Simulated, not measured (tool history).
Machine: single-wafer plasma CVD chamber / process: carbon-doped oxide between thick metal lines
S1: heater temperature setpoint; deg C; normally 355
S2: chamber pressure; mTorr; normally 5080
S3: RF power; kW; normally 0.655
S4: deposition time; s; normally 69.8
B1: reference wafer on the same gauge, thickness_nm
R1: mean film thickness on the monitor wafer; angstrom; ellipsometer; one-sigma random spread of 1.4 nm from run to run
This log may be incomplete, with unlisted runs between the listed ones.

run 1 hour=0.0 | S1=355 S2=5080 S3=0.655 S4=69.8 | B1=505.963 | R1=4345.62
run 2 hour=54.8 | S1=355 S2=5080 S3=0.655 S4=69.8 | B1=506.382 | R1=4345.55
run 3 hour=108.9 | S1=355 S2=5080 S3=0.655 S4=69.8 | B1=505.912 | R1=4332.17
run 4 hour=133.7 | S1=355 S2=5080 S3=0.655 S4=69.8 | B1=506.099 | R1=4344.27
run 5 hour=191.3 | S1=355 S2=5080 S3=0.655 S4=78.4 | B1=505.985 | R1=4886.96
run 6 hour=257.0 | S1=355 S2=5080 S3=0.655 S4=78.4 | B1=506.021 | R1=4856.52
run 7 hour=327.5 | S1=355 S2=5080 S3=0.565 S4=69.8 | B1=505.780 | R1=4033.36
run 8 hour=367.1 | S1=355 S2=5080 S3=0.565 S4=69.8 | B1=506.455 | R1=4029.52
run 9 hour=410.4 | S1=355 S2=5080 S3=0.655 S4=69.8 | B1=505.698 | R1=4340.06
-- hour=456.4 capacitance manometer re-zeroed and calibrated
run 10 hour=470.9 | S1=355 S2=5080 S3=0.655 S4=69.8 | B1=505.989 | R1=4339.39
run 11 hour=498.2 | S1=355 S2=5080 S3=0.655 S4=69.8 | B1=506.122 | R1=4340.02
run 12 hour=549.5 | S1=355 S2=5080 S3=0.655 S4=69.8 | B1=506.089 | R1=4324.23
run 13 hour=590.5 | S1=355 S2=5080 S3=0.655 S4=69.8 | B1=505.867 | R1=4344.13
run 14 hour=655.0 | S1=355 S2=5080 S3=0.655 S4=69.8 | B1=506.221 | R1=4346.29
run 15 hour=726.1 | S1=355 S2=5080 S3=0.655 S4=69.8 | B1=506.588 | R1=4329.53
run 16 hour=770.0 | S1=355 S2=4240 S3=0.545 S4=81.4 | B1=506.281 | R1=4544.21
run 17 hour=808.7 | S1=355 S2=5080 S3=0.655 S4=69.8 | B1=505.721 | R1=4329.29
-- hour=832.8 thermocouple changed; heater temperature recalibrated
-- hour=847.7 RF generator calibrated
run 18 hour=848.2 | S1=355 S2=5080 S3=0.655 S4=69.8 | B1=506.103 | R1=4328.97
-- hour=864.2 gauge calibrated
run 19 hour=902.9 | S1=347 S2=5080 S3=0.760 S4=64.2 | B1=505.913 | R1=4373.06
run 20 hour=939.8 | S1=355 S2=5080 S3=0.655 S4=74.1 | B1=505.534 | R1=4603.01
-- hour=1011.4 showerhead replaced
run 21 hour=1054.0 | S1=351 S2=4650 S3=0.655 S4=69.8 | B1=505.296 | R1=4319.88
run 22 hour=1114.5 | S1=355 S2=5080 S3=0.655 S4=79.1 | B1=506.044 | R1=4918.79
run 23 hour=1171.9 | S1=355 S2=5080 S3=0.655 S4=69.8 | B1=505.927 | R1=4330.63
run 24 hour=1220.4 | S1=355 S2=5080 S3=0.655 S4=65.5 | B1=505.562 | R1=4049.47
run 25 hour=1282.2 | S1=366 S2=6250 S3=0.740 S4=78.0 | B1=506.068 | R1=5088.39
run 26 hour=1313.8 | S1=355 S2=6060 S3=0.655 S4=69.8 | B1=506.597 | R1=4382.35
run 27 hour=1358.5 | S1=368 S2=6010 S3=0.780 S4=69.8 | B1=505.893 | R1=4656.18
run 28 hour=1385.1 | S1=344 S2=5080 S3=0.655 S4=82.6 | B1=506.199 | R1=5240.35
run 29 hour=1453.2 | S1=355 S2=5080 S3=0.740 S4=69.8 | B1=505.746 | R1=4559.96

Forecast each of these 3 alternatives for the next run:
run A hour=1453.6 | S1=355 S2=5080 S3=0.605 S4=69.8 | B1=? | R1=?
run B hour=1453.6 | S1=344 S2=5980 S3=0.615 S4=75.3 | B1=? | R1=?
run C hour=1453.6 | S1=355 S2=5450 S3=0.745 S4=66.3 | B1=? | R1=?

run=A B1=506.051 R1=4171.49
run=B B1=506.051 R1=4717.19
run=C B1=506.051 R1=4406.86
With the hidden condition removed and each run's random variation left untouched, the same runs would have given:
run=A R1=4171.49
run=B R1=4717.19
run=C R1=4406.86
